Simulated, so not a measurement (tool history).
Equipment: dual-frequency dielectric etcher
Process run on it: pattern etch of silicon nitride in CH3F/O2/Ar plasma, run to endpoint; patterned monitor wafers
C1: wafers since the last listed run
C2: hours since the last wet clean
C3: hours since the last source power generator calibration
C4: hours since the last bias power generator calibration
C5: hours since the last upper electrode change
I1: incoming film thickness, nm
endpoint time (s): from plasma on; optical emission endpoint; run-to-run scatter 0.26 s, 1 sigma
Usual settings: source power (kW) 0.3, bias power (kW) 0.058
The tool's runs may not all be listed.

Run 1, hour 0: usual settings but source power (kW) 0.25; C1 0; C2 448.9; C3 1508.7; C4 3971.2; C5 3876.3; I1 38.72. Result: endpoint time (s) 71.9.
Run 2, hour 36.4: usual settings; C1 334; C2 485.3; C3 1545.1; C4 4007.6; C5 3912.7; I1 38.03. Result: endpoint time (s) 64.
Run 3, hour 98.9: usual settings; C1 573; C2 547.8; C3 1607.6; C4 4070.1; C5 3975.2; I1 38.44. Result: endpoint time (s) 65.
At hour 134.6: wet clean of the chamber.
Run 4, hour 142.1: usual settings but bias power (kW) 0.055; C1 176; C2 7.5; C3 1650.8; C4 4113.3; C5 4018.4; I1 38.36. Result: endpoint time (s) 64.8.
Run 5, hour 213.8: usual settings but bias power (kW) 0.055; C1 658; C2 79.2; C3 1722.5; C4 4185; C5 4090.1; I1 38.7. Result: endpoint time (s) 66.1.
Run 6, hour 249.3: usual settings but bias power (kW) 0.055; C1 325; C2 114.7; C3 1758; C4 4220.5; C5 4125.6; I1 38.54. Result: endpoint time (s) 65.6.
Run 7, hour 320.7: usual settings but bias power (kW) 0.066; C1 655; C2 186.1; C3 1829.4; C4 4291.9; C5 4197; I1 38.19. Result: endpoint time (s) 61.9.
Run 8, hour 390.4: usual settings but bias power (kW) 0.066; C1 639; C2 255.8; C3 1899.1; C4 4361.6; C5 4266.7; I1 38.08. Result: endpoint time (s) 61.8.
At hour 445.2: bias power generator calibrated.
Run 9, hour 456.9: usual settings but bias power (kW) 0.066; C1 573; C2 322.3; C3 1965.6; C4 11.7; C5 4333.2; I1 38.49. Result: endpoint time (s) 62.5.
Run 10, hour 484: usual settings but source power (kW) 0.27; C1 248; C2 349.4; C3 1992.7; C4 38.8; C5 4360.3; I1 38.32. Result: endpoint time (s) 67.9.
Run 11, hour 535.8: usual settings but bias power (kW) 0.064; C1 475; C2 401.2; C3 2044.5; C4 90.6; C5 4412.1; I1 38.59. Result: endpoint time (s) 63.5.
Run 12, hour 573: usual settings but bias power (kW) 0.064; C1 341; C2 438.4; C3 2081.7; C4 127.8; C5 4449.3; I1 38.36. Result: endpoint time (s) 63.1.
Run 13, hour 640.8: usual settings but source power (kW) 0.34; C1 622; C2 506.2; C3 2149.5; C4 195.6; C5 4517.1; I1 38.28. Result: endpoint time (s) 61.
Run 14, hour 669.6: usual settings but source power (kW) 0.24; C1 264; C2 535; C3 2178.3; C4 224.4; C5 4545.9; I1 37.88. Result: endpoint time (s) 71.5.
At hour 711.1: wet clean of the chamber.
At hour 714.3: source power generator calibrated.
Run 15, hour 723.9: usual settings but source power (kW) 0.24; C1 249; C2 12.8; C3 9.6; C4 278.7; C5 4600.2; I1 38.32. Result: endpoint time (s) 72.6.
Run 16, hour 786.7: usual settings; C1 576; C2 75.6; C3 72.4; C4 341.5; C5 4663; I1 38.28. Result: endpoint time (s) 64.8.
Run 17, hour 857.5: usual settings but source power (kW) 0.26, bias power (kW) 0.07; C1 649; C2 146.4; C3 143.2; C4 412.3; C5 4733.8; I1 37.99. Result: endpoint time (s) 65.6.
Run 18, hour 890.6: usual settings but bias power (kW) 0.05; C1 303; C2 179.5; C3 176.3; C4 445.4; C5 4766.9; I1 38.37. Result: endpoint time (s) 68.1.
Run 19, hour 953.4: usual settings but bias power (kW) 0.065; C1 576; C2 242.3; C3 239.1; C4 508.2; C5 4829.7; I1 38.27. Result: endpoint time (s) 63.7.
At hour 998.9: upper electrode replaced.
Run 20, hour 999.4: usual settings but source power (kW) 0.37, bias power (kW) 0.052; C1 201; C2 288.3; C3 285.1; C4 554.2; C5 0.5; I1 38.25. Result: endpoint time (s) 61.
Run 21, hour 1025.3: usual settings but source power (kW) 0.35, bias power (kW) 0.064; C1 237; C2 314.2; C3 311; C4 580.1; C5 26.4; I1 38.57. Result: endpoint time (s) 59.7.
Run 22, hour 1091.3: usual settings; C1 605; C2 380.2; C3 377; C4 646.1; C5 92.4; I1 37.9. Result: endpoint time (s) 65.1.
Run 23, hour 1132: usual settings but source power (kW) 0.36; C1 373; C2 420.9; C3 417.7; C4 686.8; C5 133.1; I1 38.27. Result: endpoint time (s) 60.1.
Run 24, hour 1177.2: usual settings but source power (kW) 0.22, bias power (kW) 0.064; C1 414; C2 466.1; C3 462.9; C4 732; C5 178.3; I1 38.4. Result: endpoint time (s) 74.5.
At hour 1295.5: wet clean of the chamber.
Run 25, hour 1308.2: usual settings but source power (kW) 0.26, bias power (kW) 0.051; C1 982; C2 12.7; C3 593.9; C4 863; C5 309.3; I1 38.16. Result: endpoint time (s) 71.6.
Run 26, hour 1334.3: usual settings but bias power (kW) 0.055; C1 239; C2 38.8; C3 620; C4 889.1; C5 335.4; I1 38.45. Result: endpoint time (s) 66.2.
Run 27, hour 1361.2: usual settings but source power (kW) 0.33, bias power (kW) 0.063; C1 246; C2 65.7; C3 646.9; C4 916; C5 362.3; I1 38.18. Result: endpoint time (s) 60.5.
Run 28, hour 1396.9: usual settings; C1 327; C2 101.4; C3 682.6; C4 951.7; C5 398; I1 38.24. Result: endpoint time (s) 65.4.
Run 29, hour 1462.2: usual settings but bias power (kW) 0.063; C1 599; C2 166.7; C3 747.9; C4 1017; C5 463.3; I1 37.84. Result: endpoint time (s) 62.7.
Run 30, hour 1525.1: usual settings but source power (kW) 0.35, bias power (kW) 0.066; C1 577; C2 229.6; C3 810.8; C4 1079.9; C5 526.2; I1 38.23. Result: endpoint time (s) 58.3.
Run 31, hour 1550.1: usual settings; C1 229; C2 254.6; C3 835.8; C4 1104.9; C5 551.2; I1 38.27. Result: endpoint time (s) 65.2.
Run 32, hour 1698.6: usual settings but source power (kW) 0.24, bias power (kW) 0.071; C1 1362; C2 403.1; C3 984.3; C4 1253.4; C5 699.7; I1 38.29. Result: endpoint time (s) 68.6.
Run 33, hour 1728.8: usual settings but source power (kW) 0.26, bias power (kW) 0.047; C1 277; C2 433.3; C3 1014.5; C4 1283.6; C5 729.9; I1 38.17. Result: endpoint time (s) 73.2.
At hour 1780.1: wet clean of the chamber.
Run 34, hour 1784: usual settings but source power (kW) 0.34, bias power (kW) 0.052; C1 286; C2 3.9; C3 1069.7; C4 1338.8; C5 785.1; I1 38.17. Result: endpoint time (s) 62.6.
Run 35, hour 1830.5: usual settings but source power (kW) 0.27, bias power (kW) 0.064; C1 426; C2 50.4; C3 1116.2; C4 1385.3; C5 831.6; I1 38.39. Result: endpoint time (s) 65.8.
Run 36, hour 1883.2: usual settings; C1 483; C2 103.1; C3 1168.9; C4 1438; C5 884.3; I1 37.99. Result: endpoint time (s) 64.

For each run, what was the tool's unlogged condition?
bias power that arrives over what is set, %: 0, the same for each run
H1: etch rate over this chamber's usual, %
H2: source power that arrives over what is set, %
run       H1     H2
  1     -1.2   3.83
  2    -1.32    3.9
  3    -1.52   4.03
  4   -0.254   4.11
  5   -0.487   4.25
  6   -0.602   4.32
  7   -0.833   4.46
  8    -1.06    4.6
  9    -1.27   4.73
 10    -1.36   4.78
 11    -1.53   4.88
 12    -1.65   4.95
 13    -1.87   5.09
 14    -1.96   5.14
 15   -0.157  0.389
 16   -0.361  0.512
 17    -0.59   0.65
 18   -0.698  0.715
 19   -0.901  0.838
 20    -1.05  0.928
 21    -1.13  0.979
 22    -1.35   1.11
 23    -1.48   1.19
 24    -1.63   1.28
 25   -0.215   1.53
 26   -0.299   1.58
 27   -0.387   1.64
 28   -0.502   1.71
 29   -0.714   1.83
 30   -0.918   1.96
 31   -0.999   2.01
 32    -1.48    2.3
 33    -1.58   2.36
 34    0.114   2.46
 35  -0.0365   2.56
 36   -0.207   2.66
